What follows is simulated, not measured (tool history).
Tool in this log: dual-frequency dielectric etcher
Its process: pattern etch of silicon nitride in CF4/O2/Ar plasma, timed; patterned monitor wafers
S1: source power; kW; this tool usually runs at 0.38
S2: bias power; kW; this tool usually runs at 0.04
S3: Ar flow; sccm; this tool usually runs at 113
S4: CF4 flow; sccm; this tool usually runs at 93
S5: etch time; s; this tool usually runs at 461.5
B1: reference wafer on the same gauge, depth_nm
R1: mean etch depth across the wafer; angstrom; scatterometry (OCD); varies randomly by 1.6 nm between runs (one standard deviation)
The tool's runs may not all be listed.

run    hour    S1     S2   S3   S4     S5     B1    R1
  1       0  0.38   0.04  113   93  461.5  700.9  6133
  2    79.7  0.38   0.04  113   93  461.5  700.9  6110
  3   168.3  0.38   0.04  113   93  461.5  700.2  6083
  4   210.8  0.38  0.038  113   93    374  699.6  4846
  5   247.1  0.38   0.04  132   93  461.5  699.8  5994
  6     340  0.38   0.04  132   93  461.5  698.7  5961
  7   430.4  0.38   0.04  113   93  461.5    698  6107
  8   497.8  0.38   0.04  113   93  514.5  697.9  6779
  9   571.6  0.38   0.04  113   93  461.5  710.4  6185
 10   677.1  0.31  0.032  125  100  461.5  710.1  4652
 11   731.6  0.38   0.04  134  112  461.5  709.5  6283
 12   792.6  0.38  0.037  113   93  461.5  709.1  6003
 13   847.7  0.38   0.04  113   93  461.5  708.5  6189
 14   965.2  0.38   0.04  113   93  461.5    708  6188
 15  1040.7  0.42  0.033  113   82    376  706.3  4952
 16  1141.2  0.38   0.04   96   80  336.5  706.5  4447
 17  1418.6  0.38  0.048  113   93  526.5  704.7  7515
 18  1477.6  0.38   0.04  106   93  461.5  703.4  6188

Between the runs listed above, the log contained 9 entries, not reproduced here. Where in the sequence does each belong, and how does what the log doesn't record of the tool's condition differ from the listed run before to the listed run after?
After run 5, before run 6: wet clean of the chamber (hour 308.6)
  gauge reads high (%): -1.46 -> -1.55
  the result without the hidden state subtracted from the measured one, R1: -88 -> -94 angstrom
After run 8, before run 9: gauge calibrated (hour 509.9); source power generator calibrated (hour 554.5); CF4 flow controller replaced (hour 571.1)
  gauge reads high (%): -1.72 -> 0.0732
  the result without the hidden state subtracted from the measured one, R1: -119 -> +4 angstrom
After run 9, before run 10: Ar flow controller replaced (hour 662.3)
  gauge reads high (%): 0.0732 -> -0.0364
  the result without the hidden state subtracted from the measured one, R1: +4 -> -1 angstrom
After run 11, before run 12: wet clean of the chamber (hour 791.2)
  gauge reads high (%): -0.093 -> -0.156
  the result without the hidden state subtracted from the measured one, R1: -6 -> -9 angstrom
After run 12, before run 13: bias power generator calibrated (hour 801.3)
  gauge reads high (%): -0.156 -> -0.214
  the result without the hidden state subtracted from the measured one, R1: -9 -> -13 angstrom
After run 13, before run 14: upper electrode replaced (hour 964.7)
  gauge reads high (%): -0.214 -> -0.336
  the result without the hidden state subtracted from the measured one, R1: -13 -> -21 angstrom
After run 16, before run 17: wet clean of the chamber (hour 1324)
  gauge reads high (%): -0.518 -> -0.807
  the result without the hidden state subtracted from the measured one, R1: -24 -> -61 angstrom
